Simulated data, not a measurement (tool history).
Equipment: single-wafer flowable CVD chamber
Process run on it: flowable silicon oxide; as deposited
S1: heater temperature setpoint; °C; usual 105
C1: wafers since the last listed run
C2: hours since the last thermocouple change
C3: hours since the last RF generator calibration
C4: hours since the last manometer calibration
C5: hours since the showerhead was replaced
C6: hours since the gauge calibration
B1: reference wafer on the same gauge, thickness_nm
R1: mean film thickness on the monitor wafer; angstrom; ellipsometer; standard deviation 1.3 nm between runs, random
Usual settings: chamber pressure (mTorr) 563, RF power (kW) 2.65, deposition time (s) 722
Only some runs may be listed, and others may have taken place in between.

Run 1, hour 0: usual settings; C1 0; C2 1272; C3 97.2; C4 2152.7; C5 3902.9; C6 62.5; B1 223.252. Result: R1 2398.06 angstrom.
Run 2, hour 33.1: usual settings; C1 81; C2 1305.1; C3 130.3; C4 2185.8; C5 3936; C6 95.6; B1 222.889. Result: R1 2383.36 angstrom.
Run 3, hour 77.1: usual settings; C1 107; C2 1349.1; C3 174.3; C4 2229.8; C5 3980; C6 139.6; B1 223.069. Result: R1 2375.47 angstrom.
Run 4, hour 126.6: usual settings; C1 121; C2 1398.6; C3 223.8; C4 2279.3; C5 4029.5; C6 189.1; B1 223.638. Result: R1 2383.61 angstrom.
Run 5, hour 172.7: usual settings; C1 112; C2 1444.7; C3 269.9; C4 2325.4; C5 4075.6; C6 235.2; B1 222.735. Result: R1 2393.19 angstrom.
Run 6, hour 215.4: usual settings; C1 104; C2 1487.4; C3 312.6; C4 2368.1; C5 4118.3; C6 277.9; B1 222.938. Result: R1 2390.03 angstrom.
Run 7, hour 280.7: usual settings; C1 159; C2 1552.7; C3 377.9; C4 2433.4; C5 4183.6; C6 343.2; B1 223.077. Result: R1 2383.79 angstrom.
At hour 335.3: showerhead replaced.
At hour 337.3: capacitance manometer re-zeroed and calibrated.
Run 8, hour 341.2: usual settings; C1 123; C2 1613.2; C3 438.4; C4 3.9; C5 5.9; C6 403.7; B1 223.034. Result: R1 2412.01 angstrom.
Run 9, hour 410.2: usual settings but RF power (kW) 2.88; C1 168; C2 1682.2; C3 507.4; C4 72.9; C5 74.9; C6 472.7; B1 223.372. Result: R1 2391.66 angstrom.
Run 10, hour 461.3: usual settings; C1 125; C2 1733.3; C3 558.5; C4 124; C5 126; C6 523.8; B1 222.947. Result: R1 2403.64 angstrom.
At hour 487.4: gauge calibrated.
Run 11, hour 503.3: usual settings but deposition time (s) 837; C1 102; C2 1775.3; C3 600.5; C4 166; C5 168; C6 15.9; B1 223.027. Result: R1 2771.13 angstrom.
At hour 527.2: thermocouple changed; heater temperature recalibrated.
Run 12, hour 568.7: usual settings but RF power (kW) 2.91, deposition time (s) 638; C1 140; C2 41.5; C3 665.9; C4 231.4; C5 233.4; C6 81.3; B1 223.006. Result: R1 2129.6 angstrom.
At hour 632.4: RF generator calibrated.
Run 13, hour 637.9: usual settings but S1 95 °C, deposition time (s) 776; C1 149; C2 110.7; C3 5.5; C4 300.6; C5 302.6; C6 150.5; B1 222.971. Result: R1 3518.41 angstrom.
Run 14, hour 675: usual settings; C1 90; C2 147.8; C3 42.6; C4 337.7; C5 339.7; C6 187.6; B1 223.404. Result: R1 2392.01 angstrom.
Run 15, hour 735: usual settings; C1 146; C2 207.8; C3 102.6; C4 397.7; C5 399.7; C6 247.6; B1 222.937. Result: R1 2406.93 angstrom.
Run 16, hour 763.6: usual settings but RF power (kW) 2.23, deposition time (s) 792; C1 70; C2 236.4; C3 131.2; C4 426.3; C5 428.3; C6 276.2; B1 222.713. Result: R1 2616.35 angstrom.
Run 17, hour 793.8: usual settings but S1 112 °C, chamber pressure (mTorr) 518, RF power (kW) 2.3, deposition time (s) 653; C1 73; C2 266.6; C3 161.4; C4 456.5; C5 458.5; C6 306.4; B1 223.384. Result: R1 1597.71 angstrom.
Run 18, hour 836: usual settings but chamber pressure (mTorr) 648; C1 103; C2 308.8; C3 203.6; C4 498.7; C5 500.7; C6 348.6; B1 223.224. Result: R1 2771.62 angstrom.

What the log doesn't show, run by run:
wafer temperature above the value expected at the setpoint (K): 0 in every run
delivered RF power above the setpoint (%): 0 in every run
true pressure above the setpoint (%): 0 in every run
gauge reads high (%): 0 in every run
